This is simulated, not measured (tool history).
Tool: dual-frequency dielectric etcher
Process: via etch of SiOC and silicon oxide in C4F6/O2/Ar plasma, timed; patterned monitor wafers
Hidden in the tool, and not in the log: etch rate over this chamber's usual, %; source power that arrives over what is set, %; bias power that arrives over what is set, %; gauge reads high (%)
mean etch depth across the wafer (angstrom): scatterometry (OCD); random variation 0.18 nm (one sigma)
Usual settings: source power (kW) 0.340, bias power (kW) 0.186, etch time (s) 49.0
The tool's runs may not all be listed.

run	hour	source power (kW)	bias power (kW)	etch time (s)	wafers since the last listed run	hours since the last wet clean	hours since the last source power generator calibration	hours since the last bias power generator calibration	hours since the last upper electrode change	hours since the gauge calibration	read-back reference wafer on the same gauge, depth_nm	mean etch depth across the wafer (angstrom)
1	0.0	0.310	0.151	49.0	0	346.9	3176.7	3946.1	4147.7	262.2	48.1	450
2	22.0	0.310	0.151	49.0	358	368.9	3198.7	3968.1	4169.7	284.2	48.1	453
3	42.6	0.340	0.186	42.0	335	389.5	3219.3	3988.7	4190.3	304.8	48.2	426
4	71.4	0.340	0.186	42.0	469	418.3	3248.1	4017.5	4219.1	333.6	48.1	423
5	172.6	0.340	0.186	42.0	1648	519.5	3349.3	4118.7	4320.3	434.8	48.1	423
6	197.4	0.390	0.186	49.0	404	544.3	3374.1	4143.5	4345.1	459.6	48.1	518
# hour 265.6: wet clean of the chamber
7	270.9	0.340	0.164	40.5	806	5.3	3447.6	4217.0	4418.6	533.1	48.2	406
8	298.7	0.340	0.164	40.5	452	33.1	3475.4	4244.8	4446.4	560.9	48.1	405
9	317.1	0.340	0.164	40.5	299	51.5	3493.8	4263.2	4464.8	579.3	48.0	407
10	332.1	0.340	0.186	49.0	244	66.5	3508.8	4278.2	4479.8	594.3	48.1	507
# hour 336.6: gauge calibrated
# hour 343.6: source power generator calibrated
11	354.0	0.340	0.186	49.0	291	88.4	10.4	4300.1	4501.7	17.4	48.1	506
12	389.9	0.340	0.186	49.0	584	124.3	46.3	4336.0	4537.6	53.3	48.1	506
13	413.8	0.280	0.203	49.0	389	148.2	70.2	4359.9	4561.5	77.2	48.1	476
# hour 478.8: bias power generator calibrated
14	508.5	0.310	0.151	49.0	1477	242.9	164.9	29.7	4656.2	171.9	48.1	450
15	535.2	0.340	0.186	49.0	435	269.6	191.6	56.4	4682.9	198.6	48.1	499
16	558.6	0.260	0.231	43.5	381	293.0	215.0	79.8	4706.3	222.0	48.0	420
17	581.6	0.280	0.199	57.0	374	316.0	238.0	102.8	4729.3	245.0	48.1	543
# hour 621.4: upper electrode replaced
18	621.9	0.340	0.209	42.5	265	356.3	278.3	143.1	0.5	285.3	48.1	444
19	632.4	0.300	0.148	60.5	171	366.8	288.8	153.6	11.0	295.8	48.1	545
20	667.9	0.270	0.186	38.0	578	402.3	324.3	189.1	46.5	331.3	48.1	347
21	684.4	0.340	0.164	40.5	268	418.8	340.8	205.6	63.0	347.8	48.1	392
22	716.9	0.340	0.213	58.0	529	451.3	373.3	238.1	95.5	380.3	48.1	605
23	746.6	0.340	0.186	49.0	483	481.0	403.0	267.8	125.2	410.0	48.1	488
24	758.7	0.340	0.186	49.0	197	493.1	415.1	279.9	137.3	422.1	48.1	487
# hour 784.4: wet clean of the chamber
25	784.9	0.340	0.148	54.0	35	0.5	441.3	306.1	163.5	448.3	48.1	528

Forecast each of these 4 alternatives for the next run:
A	785.3	0.310	0.186	49.0	6	0.9	441.7	306.5	163.9	448.7	?	?
B	785.3	0.290	0.144	45.5	6	0.9	441.7	306.5	163.9	448.7	?	?
C	785.3	0.370	0.219	38.0	6	0.9	441.7	306.5	163.9	448.7	?	?
D	785.3	0.340	0.186	44.0	6	0.9	441.7	306.5	163.9	448.7	?	?

run	read-back reference wafer on the same gauge, depth_nm	mean etch depth across the wafer (angstrom)
A	48.1	490
B	48.1	412
C	48.1	430
D	48.1	458
Without the tool's hidden state the same runs would have given:
run	mean etch depth across the wafer (angstrom)
A	490
B	412
C	430
D	458

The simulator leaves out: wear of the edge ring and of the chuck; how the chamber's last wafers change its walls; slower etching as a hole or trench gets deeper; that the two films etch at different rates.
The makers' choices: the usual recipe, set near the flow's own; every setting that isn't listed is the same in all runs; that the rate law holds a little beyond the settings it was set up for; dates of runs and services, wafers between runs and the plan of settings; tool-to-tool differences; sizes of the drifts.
